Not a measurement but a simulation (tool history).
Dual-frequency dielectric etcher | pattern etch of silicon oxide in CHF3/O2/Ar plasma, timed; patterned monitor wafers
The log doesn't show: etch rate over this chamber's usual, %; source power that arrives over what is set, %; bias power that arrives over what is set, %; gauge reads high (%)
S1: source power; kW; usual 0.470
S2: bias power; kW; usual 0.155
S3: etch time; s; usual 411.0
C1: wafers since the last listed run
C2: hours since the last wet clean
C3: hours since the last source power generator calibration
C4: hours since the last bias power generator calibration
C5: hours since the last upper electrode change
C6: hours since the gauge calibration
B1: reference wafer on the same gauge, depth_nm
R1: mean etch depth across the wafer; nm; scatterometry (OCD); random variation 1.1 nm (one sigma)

run   hour     S1     S2     S3   C1     C2      C3      C4      C5     C6     B1     R1
  1    0.0  0.470  0.155  411.0    0   66.6  1370.7  3668.8  4949.3  168.6  729.9  747.0
  2   32.2  0.470  0.155  313.0  157   98.8  1402.9  3701.0  4981.5  200.8  730.1  568.8
  3   61.6  0.470  0.155  313.0  143  128.2  1432.3  3730.4  5010.9  230.2  730.0  568.8
  4   89.4  0.470  0.155  411.0  135  156.0  1460.1  3758.2  5038.7  258.0  730.0  746.5
  5  186.2  0.470  0.155  411.0  472  252.8  1556.9  3855.0  5135.5  354.8  730.1  748.0
  6  249.3  0.470  0.155  411.0  307  315.9  1620.0  3918.1  5198.6  417.9  729.9  748.3
  7  274.4  0.470  0.155  328.5  122  341.0  1645.1  3943.2  5223.7  443.0  729.9  598.0
     359.4  -- wet clean of the chamber
  8  359.9  0.470  0.155  411.0  299    0.5  1730.6  4028.7  5309.2  528.5  730.1  746.9
  9  372.2  0.470  0.155  411.0   59   12.8  1742.9  4041.0  5321.5  540.8  729.9  748.2
 10  437.2  0.470  0.155  411.0  316   77.8  1807.9  4106.0  5386.5  605.8  730.0  748.2
     464.7  -- source power generator calibrated
 11  465.2  0.470  0.155  411.0  117  105.8     0.5  4134.0  5414.5  633.8  729.9  737.6
     499.2  -- bias power generator calibrated
     504.5  -- gauge calibrated
     528.4  -- upper electrode replaced
 12  528.9  0.380  0.183  363.0  174  169.5    64.2    29.7     0.5   24.4  729.7  684.0
 13  542.1  0.430  0.189  411.0   64  182.7    77.4    42.9    13.7   37.6  729.9  816.8
 14  612.9  0.420  0.155  411.0  345  253.5   148.2   113.7    84.5  108.4  730.0  731.7
 15  721.3  0.470  0.170  411.0  528  361.9   256.6   222.1   192.9  216.8  730.1  798.5
 16  755.2  0.470  0.125  342.0  165  395.8   290.5   256.0   226.8  250.7  730.0  561.2
     804.2  -- wet clean of the chamber
 17  822.1  0.470  0.181  411.0  209   17.9   357.4   322.9   293.7  317.6  730.2  822.3

Forecast each of these 5 alternatives for the next run:
  A  822.6  0.560  0.155  411.0   2  18.4  357.9  323.4  294.2  318.1   ?   ?
  B  822.6  0.580  0.128  520.5   2  18.4  357.9  323.4  294.2  318.1   ?   ?
  C  822.6  0.470  0.180  324.0   2  18.4  357.9  323.4  294.2  318.1   ?   ?
  D  822.6  0.430  0.172  411.0   2  18.4  357.9  323.4  294.2  318.1   ?   ?
  E  822.6  0.390  0.194  353.0   2  18.4  357.9  323.4  294.2  318.1   ?   ?

run     B1     R1
  A  730.1  805.3
  B  730.1  931.2
  C  730.1  647.8
  D  730.1  780.6
  E  730.1  691.9
Without the tool's hidden state the same runs would have given:
run     R1
  A  803.7
  B  928.8
  C  646.8
  D  779.3
  E  691.0
